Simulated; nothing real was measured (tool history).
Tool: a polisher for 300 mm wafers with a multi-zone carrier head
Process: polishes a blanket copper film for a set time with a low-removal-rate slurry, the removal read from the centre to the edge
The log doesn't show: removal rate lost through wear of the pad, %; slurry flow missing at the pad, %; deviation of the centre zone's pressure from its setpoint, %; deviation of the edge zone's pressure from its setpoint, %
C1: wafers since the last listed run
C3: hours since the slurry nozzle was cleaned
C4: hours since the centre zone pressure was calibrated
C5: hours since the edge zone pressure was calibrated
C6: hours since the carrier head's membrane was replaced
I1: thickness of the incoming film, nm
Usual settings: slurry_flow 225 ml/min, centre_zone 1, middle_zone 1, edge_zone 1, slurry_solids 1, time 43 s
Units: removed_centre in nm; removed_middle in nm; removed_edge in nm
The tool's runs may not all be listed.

{"run": 1, "hour": 0.0, "slurry_flow": 225, "centre_zone": 1, "middle_zone": 1, "edge_zone": 1, "slurry_solids": 1, "time": 43, "C1": 0, "wafers polished on this pad": 205, "C3": 151, "C4": 1141.8, "C5": 342.4, "C6": 262.4, "I1": 1047.9, "removed_centre": 173.9, "removed_middle": 168.1, "removed_edge": 162}
{"run": 2, "hour": 43.6, "slurry_flow": 225, "centre_zone": 1, "middle_zone": 1, "edge_zone": 1, "slurry_solids": 1, "time": 43, "C1": 455, "wafers polished on this pad": 661, "C3": 194.6, "C4": 1185.4, "C5": 386, "C6": 306, "I1": 1032.1, "removed_centre": 173.9, "removed_middle": 169.1, "removed_edge": 160.2}
{"run": 3, "hour": 141.9, "slurry_flow": 225, "centre_zone": 1, "middle_zone": 1, "edge_zone": 1, "slurry_solids": 1, "time": 43, "C1": 1027, "wafers polished on this pad": 1688, "C3": 292.9, "C4": 1283.7, "C5": 484.3, "C6": 404.3, "I1": 1013.5, "removed_centre": 176.2, "removed_middle": 169.7, "removed_edge": 161.8}
{"run": 4, "hour": 200.2, "slurry_flow": 225, "centre_zone": 1, "middle_zone": 1, "edge_zone": 1, "slurry_solids": 1, "time": 43, "C1": 609, "wafers polished on this pad": 2298, "C3": 351.2, "C4": 1342, "C5": 542.6, "C6": 462.6, "I1": 1047.7, "removed_centre": 178.4, "removed_middle": 170.1, "removed_edge": 162.1}
{"run": 5, "hour": 269.6, "slurry_flow": 225, "centre_zone": 1, "middle_zone": 1, "edge_zone": 1, "slurry_solids": 1, "time": 43, "C1": 725, "wafers polished on this pad": 3023, "C3": 420.6, "C4": 1411.4, "C5": 612, "C6": 532, "I1": 1022.2, "removed_centre": 180.5, "removed_middle": 164.2, "removed_edge": 160.9}
{"hour": 332.7, "done": "worn pad replaced by a new one"}
{"hour": 379.8, "done": "carrier head's membrane replaced by a new one"}
{"run": 6, "hour": 387.7, "slurry_flow": 225, "centre_zone": 1, "middle_zone": 1, "edge_zone": 1, "slurry_solids": 1, "time": 43, "C1": 1140, "wafers polished on this pad": 522, "C3": 538.7, "C4": 1529.5, "C5": 730.1, "C6": 7.9, "I1": 1025.3, "removed_centre": 179.1, "removed_middle": 164.5, "removed_edge": 161.7}
{"hour": 463.1, "done": "slurry nozzle cleaned"}
{"run": 7, "hour": 474.5, "slurry_flow": 225, "centre_zone": 1, "middle_zone": 1, "edge_zone": 1, "slurry_solids": 1, "time": 34, "C1": 896, "wafers polished on this pad": 1419, "C3": 11.4, "C4": 1616.3, "C5": 816.9, "C6": 94.7, "I1": 1018.9, "removed_centre": 145.1, "removed_middle": 130.4, "removed_edge": 128.5}
{"hour": 523.6, "done": "centre zone pressure recalibrated"}
{"run": 8, "hour": 542.0, "slurry_flow": 225, "centre_zone": 1, "middle_zone": 1, "edge_zone": 1, "slurry_solids": 1, "time": 34, "C1": 684, "wafers polished on this pad": 2104, "C3": 78.9, "C4": 18.4, "C5": 884.4, "C6": 162.2, "I1": 1030.4, "removed_centre": 132.5, "removed_middle": 129.6, "removed_edge": 128.1}
{"hour": 644.9, "done": "worn pad replaced by a new one"}
{"run": 9, "hour": 645.4, "slurry_flow": 225, "centre_zone": 1, "middle_zone": 1, "edge_zone": 1, "slurry_solids": 1, "time": 34, "C1": 1039, "wafers polished on this pad": 4, "C3": 182.3, "C4": 121.8, "C5": 987.8, "C6": 265.6, "I1": 1041.2, "removed_centre": 129.3, "removed_middle": 131.2, "removed_edge": 128}
{"run": 10, "hour": 893.0, "slurry_flow": 225, "centre_zone": 0.96, "middle_zone": 1, "edge_zone": 1, "slurry_solids": 1, "time": 43, "C1": 2588, "wafers polished on this pad": 2593, "C3": 429.9, "C4": 369.4, "C5": 1235.4, "C6": 513.2, "I1": 1031.1, "removed_centre": 159.6, "removed_middle": 169.1, "removed_edge": 163.2}
{"run": 11, "hour": 951.4, "slurry_flow": 225, "centre_zone": 1, "middle_zone": 1, "edge_zone": 0.97, "slurry_solids": 1, "time": 43, "C1": 610, "wafers polished on this pad": 3203, "C3": 488.3, "C4": 427.8, "C5": 1293.8, "C6": 571.6, "I1": 1040.6, "removed_centre": 169.5, "removed_middle": 169.3, "removed_edge": 161.1}
{"hour": 966.0, "done": "worn pad replaced by a new one"}
{"hour": 1035.9, "done": "slurry nozzle cleaned"}
{"run": 12, "hour": 1049.5, "slurry_flow": 225, "centre_zone": 1.08, "middle_zone": 1, "edge_zone": 1, "slurry_solids": 1, "time": 43, "C1": 973, "wafers polished on this pad": 862, "C3": 13.6, "C4": 525.9, "C5": 1391.9, "C6": 669.7, "I1": 1033.4, "removed_centre": 181.3, "removed_middle": 169.3, "removed_edge": 161}
{"hour": 1118.4, "done": "carrier head's membrane replaced by a new one"}
{"run": 13, "hour": 1149.5, "slurry_flow": 225, "centre_zone": 1, "middle_zone": 1, "edge_zone": 1, "slurry_solids": 1, "time": 43, "C1": 993, "wafers polished on this pad": 1856, "C3": 113.6, "C4": 625.9, "C5": 1491.9, "C6": 31.1, "I1": 1036.8, "removed_centre": 166, "removed_middle": 173, "removed_edge": 158.7}
{"hour": 1208.8, "done": "edge zone pressure recalibrated"}
{"run": 14, "hour": 1245.0, "slurry_flow": 225, "centre_zone": 1, "middle_zone": 1, "edge_zone": 1, "slurry_solids": 1.3, "time": 30, "C1": 977, "wafers polished on this pad": 2833, "C3": 209.1, "C4": 721.4, "C5": 36.2, "C6": 126.6, "I1": 1017.2, "removed_centre": 126.6, "removed_middle": 124.9, "removed_edge": 119.7}
{"run": 15, "hour": 1292.6, "slurry_flow": 225, "centre_zone": 1, "middle_zone": 1, "edge_zone": 1.06, "slurry_solids": 1, "time": 58, "C1": 497, "wafers polished on this pad": 3331, "C3": 256.7, "C4": 769, "C5": 83.8, "C6": 174.2, "I1": 1029.6, "removed_centre": 233.4, "removed_middle": 229, "removed_edge": 227.2}
{"hour": 1321.1, "done": "worn pad replaced by a new one"}
{"run": 16, "hour": 1384.8, "slurry_flow": 225, "centre_zone": 1, "middle_zone": 1, "edge_zone": 1, "slurry_solids": 1.1, "time": 43, "C1": 922, "wafers polished on this pad": 665, "C3": 348.9, "C4": 861.2, "C5": 176, "C6": 266.4, "I1": 1025.6, "removed_centre": 177.2, "removed_middle": 169.6, "removed_edge": 164.7}
{"run": 17, "hour": 1444.9, "slurry_flow": 225, "centre_zone": 1, "middle_zone": 1, "edge_zone": 1, "slurry_solids": 1, "time": 34, "C1": 628, "wafers polished on this pad": 1293, "C3": 409, "C4": 921.3, "C5": 236.1, "C6": 326.5, "I1": 1037.2, "removed_centre": 135.6, "removed_middle": 133.5, "removed_edge": 127}
{"run": 18, "hour": 1482.6, "slurry_flow": 225, "centre_zone": 1, "middle_zone": 1, "edge_zone": 1, "slurry_solids": 1, "time": 43, "C1": 394, "wafers polished on this pad": 1687, "C3": 446.7, "C4": 959, "C5": 273.8, "C6": 364.2, "I1": 1020.6, "removed_centre": 174.3, "removed_middle": 166, "removed_edge": 160.6}
{"run": 19, "hour": 1550.9, "slurry_flow": 150, "centre_zone": 0.92, "middle_zone": 0.93, "edge_zone": 1.11, "slurry_solids": 1, "time": 43, "C1": 713, "wafers polished on this pad": 2401, "C3": 515, "C4": 1027.3, "C5": 342.1, "C6": 432.5, "I1": 1013, "removed_centre": 148.1, "removed_middle": 145.1, "removed_edge": 160.2}
{"hour": 1582.8, "done": "slurry nozzle cleaned"}
{"run": 20, "hour": 1615.7, "slurry_flow": 170, "centre_zone": 1, "middle_zone": 1, "edge_zone": 1, "slurry_solids": 1, "time": 43, "C1": 666, "wafers polished on this pad": 3068, "C3": 32.9, "C4": 1092.1, "C5": 406.9, "C6": 497.3, "I1": 1014.2, "removed_centre": 166.3, "removed_middle": 159.9, "removed_edge": 156.5}

The tool's hidden state at each run:
removal rate lost through wear of the pad, %: 0 in every run
slurry flow missing at the pad, %: 0 in every run
deviation of the edge zone's pressure from its setpoint, %: 0 in every run
H1: deviation of the centre zone's pressure from its setpoint, %
run=1 H1=6.53
run=2 H1=7.1
run=3 H1=8.46
run=4 H1=9.32
run=5 H1=10.4
run=6 H1=12.3
run=7 H1=13.9
run=8 H1=0.557
run=9 H1=0.638
run=10 H1=1.32
run=11 H1=1.58
run=12 H1=2.1
run=13 H1=2.75
run=14 H1=3.47
run=15 H1=3.87
run=16 H1=4.71
run=17 H1=5.31
run=18 H1=5.71
run=19 H1=6.47
run=20 H1=7.24
